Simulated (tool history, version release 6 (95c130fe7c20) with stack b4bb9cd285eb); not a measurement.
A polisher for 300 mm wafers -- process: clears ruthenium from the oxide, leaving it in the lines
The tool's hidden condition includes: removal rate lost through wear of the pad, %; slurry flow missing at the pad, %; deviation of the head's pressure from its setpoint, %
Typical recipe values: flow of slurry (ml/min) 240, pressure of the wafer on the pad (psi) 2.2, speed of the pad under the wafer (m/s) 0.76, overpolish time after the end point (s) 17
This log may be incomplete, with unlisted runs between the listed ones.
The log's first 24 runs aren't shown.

run	hour	flow of slurry (ml/min)	pressure of the wafer on the pad (psi)	speed of the pad under the wafer (m/s)	overpolish time after the end point (s)	wafers since the last listed run	wafers polished on this pad	hours since the slurry nozzle was cleaned	hours since the head pressure was calibrated	incoming thickness of the incoming film, nm	time until the end point was called (s)
# hour 1822.1: head pressure recalibrated
# hour 1874: slurry nozzle cleaned
25	1889.6	270	2.7	0.56	17	348	2032	15.6	67.5	128.7	183.9
# hour 1894.2: worn pad replaced by a new one
26	1992.1	240	2.2	0.76	8	406	404	118.1	170	131.7	172.8
27	2073.1	265	2.2	0.76	10	334	738	199.1	251	127.7	164.8
28	2132.8	240	2.2	0.76	17	246	984	258.8	310.7	131.2	166.4
29	2197.7	295	2.2	0.76	23	267	1252	323.7	375.6	129.5	161.7
30	2253.4	240	2.2	0.76	17	229	1482	379.4	431.3	130	164.6
31	2295.2	270	2.6	0.82	25	172	1655	421.2	473.1	129	134.6
# hour 2320.7: head pressure recalibrated
32	2342.4	210	2.2	0.76	17	186	1841	468.4	21.7	132.4	176.1
33	2405	170	3	0.76	17	258	2100	531	84.3	127.8	141.1
# hour 2434.6: worn pad replaced by a new one
34	2456.6	240	2.2	0.76	22	196	90	582.6	135.9	128.7	169.8
35	2506.1	240	2.2	0.76	17	204	295	632.1	185.4	128.9	167.1
# hour 2516.6: slurry nozzle cleaned
36	2581.1	280	1.8	0.94	21	305	600	64.5	260.4	129.2	162.9

4 ways to go on from here, each from the tool as it stands after run 36. What would each give?
A	2581.6	280	2.2	0.76	17	2	602	65	260.9	130.1	?
B	2581.6	180	2.2	0.76	7	2	602	65	260.9	130.1	?
C	2581.6	165	1.6	0.62	9	2	602	65	260.9	130.1	?
D	2581.6	305	1.8	0.6	13	2	602	65	260.9	130.1	?

run	time until the end point was called (s)
A	165
B	173.9
C	248.5
D	220.8
Without the tool's hidden state the same runs would have given:
run	time until the end point was called (s)
A	168.6
B	177.6
C	253.9
D	225.5

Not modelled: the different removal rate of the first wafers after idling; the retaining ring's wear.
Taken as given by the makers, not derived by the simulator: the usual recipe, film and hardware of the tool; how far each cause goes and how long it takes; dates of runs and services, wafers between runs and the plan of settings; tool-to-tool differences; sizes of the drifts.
